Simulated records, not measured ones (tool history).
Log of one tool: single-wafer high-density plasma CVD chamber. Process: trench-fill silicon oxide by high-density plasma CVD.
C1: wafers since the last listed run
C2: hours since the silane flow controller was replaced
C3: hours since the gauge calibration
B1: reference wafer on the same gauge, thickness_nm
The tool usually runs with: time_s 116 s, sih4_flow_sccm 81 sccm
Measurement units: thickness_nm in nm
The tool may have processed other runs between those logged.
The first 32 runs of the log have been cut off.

run 33 hour=1702.2 | time_s=123 sih4_flow_sccm=74 | C1=825 C2=146.0 C3=396.3 | B1=1165.088 | thickness_nm=979.207
run 34 hour=1748.8 | time_s=134 sih4_flow_sccm=81 | C1=724 C2=192.6 C3=442.9 | B1=1164.822 | thickness_nm=1141.042
run 35 hour=1774.5 | time_s=106 sih4_flow_sccm=95 | C1=399 C2=218.3 C3=468.6 | B1=1164.925 | thickness_nm=1008.965
run 36 hour=1845.3 | time_s=99 sih4_flow_sccm=73 | C1=1100 C2=289.1 C3=539.4 | B1=1165.679 | thickness_nm=784.271
run 37 hour=1901.6 | time_s=134 sih4_flow_sccm=86 | C1=875 C2=345.4 C3=595.7 | B1=1165.620 | thickness_nm=1194.916
run 38 hour=1930.2 | time_s=109 sih4_flow_sccm=86 | C1=444 C2=374.0 C3=624.3 | B1=1165.115 | thickness_nm=964.947
run 39 hour=1981.2 | time_s=116 sih4_flow_sccm=81 | C1=792 C2=425.0 C3=675.3 | B1=1164.800 | thickness_nm=981.927
run 40 hour=2157.9 | time_s=116 sih4_flow_sccm=71 | C1=2746 C2=601.7 C3=852.0 | B1=1164.935 | thickness_nm=902.923
run 41 hour=2192.8 | time_s=116 sih4_flow_sccm=81 | C1=542 C2=636.6 C3=886.9 | B1=1165.625 | thickness_nm=982.811

Alternative continuations, all from the tool just after run 41; predict every row:
run A hour=2193.2 | time_s=116 sih4_flow_sccm=81 | C1=6 C2=637.0 C3=887.3 | B1=? | thickness_nm=?
run B hour=2193.2 | time_s=130 sih4_flow_sccm=81 | C1=6 C2=637.0 C3=887.3 | B1=? | thickness_nm=?
run C hour=2193.2 | time_s=130 sih4_flow_sccm=75 | C1=6 C2=637.0 C3=887.3 | B1=? | thickness_nm=?
run D hour=2193.2 | time_s=94 sih4_flow_sccm=81 | C1=6 C2=637.0 C3=887.3 | B1=? | thickness_nm=?
run E hour=2193.2 | time_s=116 sih4_flow_sccm=76 | C1=6 C2=637.0 C3=887.3 | B1=? | thickness_nm=?

run=A B1=1165.363 thickness_nm=984.526
run=B B1=1165.363 thickness_nm=1103.348
run=C B1=1165.363 thickness_nm=1047.864
run=D B1=1165.363 thickness_nm=797.805
run=E B1=1165.363 thickness_nm=943.269
Without the tool's hidden state the same runs would have given:
run=A thickness_nm=986.956
run=B thickness_nm=1106.072
run=C thickness_nm=1050.451
run=D thickness_nm=799.775
run=E thickness_nm=945.597

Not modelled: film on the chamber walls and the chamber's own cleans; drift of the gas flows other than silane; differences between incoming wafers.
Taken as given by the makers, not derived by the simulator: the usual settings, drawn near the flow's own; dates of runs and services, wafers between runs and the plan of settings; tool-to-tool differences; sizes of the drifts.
